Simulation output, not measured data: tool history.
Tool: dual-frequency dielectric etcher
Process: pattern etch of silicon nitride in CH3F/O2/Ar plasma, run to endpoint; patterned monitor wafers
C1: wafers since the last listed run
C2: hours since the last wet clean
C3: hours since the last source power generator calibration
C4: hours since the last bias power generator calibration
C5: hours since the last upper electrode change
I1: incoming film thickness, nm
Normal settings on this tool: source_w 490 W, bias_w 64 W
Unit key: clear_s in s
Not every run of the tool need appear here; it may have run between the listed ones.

Run 1, day 0.000: usual settings; C1 0; C2 272.1; C3 1853.6; C4 3684.2; C5 4037.4; I1 40.62. Result: clear_s 56.9 s.
Run 2, day 1.392: usual settings; C1 262; C2 305.5; C3 1887.0; C4 3717.6; C5 4070.8; I1 40.90. Result: clear_s 57.1 s.
Run 3, day 2.483: usual settings; C1 205; C2 331.7; C3 1913.2; C4 3743.8; C5 4097.0; I1 41.04. Result: clear_s 57.4 s.
Run 4, day 3.608: usual settings but source_w 410 W; C1 212; C2 358.7; C3 1940.2; C4 3770.8; C5 4124.0; I1 40.60. Result: clear_s 61.8 s.
Run 5, day 4.571: usual settings but source_w 410 W; C1 181; C2 381.8; C3 1963.3; C4 3793.9; C5 4147.1; I1 40.61. Result: clear_s 61.5 s.
Run 6, day 5.954: usual settings but source_w 530 W; C1 260; C2 415.0; C3 1996.5; C4 3827.1; C5 4180.3; I1 40.76. Result: clear_s 54.2 s.
At day 7.358: wet clean of the chamber.
Run 7, day 7.379: usual settings; C1 80; C2 0.5; C3 2030.7; C4 3861.3; C5 4214.5; I1 40.87. Result: clear_s 58.3 s.
Run 8, day 8.196: usual settings; C1 154; C2 20.1; C3 2050.3; C4 3880.9; C5 4234.1; I1 41.20. Result: clear_s 58.5 s.
At day 8.875: bias power generator calibrated.
At day 9.883: upper electrode replaced.
Run 9, day 9.904: usual settings but source_w 550 W, bias_w 71 W; C1 102; C2 61.1; C3 2091.3; C4 24.7; C5 0.5; I1 40.72. Result: clear_s 53.0 s.
Run 10, day 10.767: usual settings but source_w 390 W, bias_w 49 W; C1 162; C2 81.8; C3 2112.0; C4 45.4; C5 21.2; I1 40.67. Result: clear_s 69.9 s.
Run 11, day 11.733: usual settings but source_w 380 W, bias_w 68 W; C1 182; C2 105.0; C3 2135.2; C4 68.6; C5 44.4; I1 40.89. Result: clear_s 65.0 s.
At day 14.700: source power generator calibrated.
Run 12, day 15.067: usual settings but source_w 600 W; C1 597; C2 185.0; C3 8.8; C4 148.6; C5 124.4; I1 40.89. Result: clear_s 52.1 s.
Run 13, day 15.667: usual settings but source_w 450 W, bias_w 55 W; C1 113; C2 199.4; C3 23.2; C4 163.0; C5 138.8; I1 40.86. Result: clear_s 62.7 s.
Run 14, day 16.542: usual settings but source_w 540 W, bias_w 68 W; C1 165; C2 220.4; C3 44.2; C4 184.0; C5 159.8; I1 40.86. Result: clear_s 53.6 s.
Run 15, day 17.412: usual settings but bias_w 78 W; C1 164; C2 241.3; C3 65.1; C4 204.9; C5 180.7; I1 40.89. Result: clear_s 53.6 s.
Run 16, day 18.183: usual settings; C1 145; C2 259.8; C3 83.6; C4 223.4; C5 199.2; I1 40.60. Result: clear_s 57.0 s.
Run 17, day 19.392: usual settings but source_w 610 W, bias_w 77 W; C1 227; C2 288.8; C3 112.6; C4 252.4; C5 228.2; I1 40.86. Result: clear_s 48.2 s.

The logged runs with the hidden state left out (each run's random variation unchanged):
What the log doesn't record here: etch rate over this chamber's usual, %; source power that arrives over what is set, %; bias power that arrives over what is set, %.
run  clear_s
  1     58.0
  2     58.3
  3     58.7
  4     63.4
  5     63.3
  6     55.9
  7     58.1
  8     58.4
  9     53.1
 10     70.2
 11     65.4
 12     52.7
 13     63.6
 14     54.4
 15     54.5
 16     58.1
 17     49.2

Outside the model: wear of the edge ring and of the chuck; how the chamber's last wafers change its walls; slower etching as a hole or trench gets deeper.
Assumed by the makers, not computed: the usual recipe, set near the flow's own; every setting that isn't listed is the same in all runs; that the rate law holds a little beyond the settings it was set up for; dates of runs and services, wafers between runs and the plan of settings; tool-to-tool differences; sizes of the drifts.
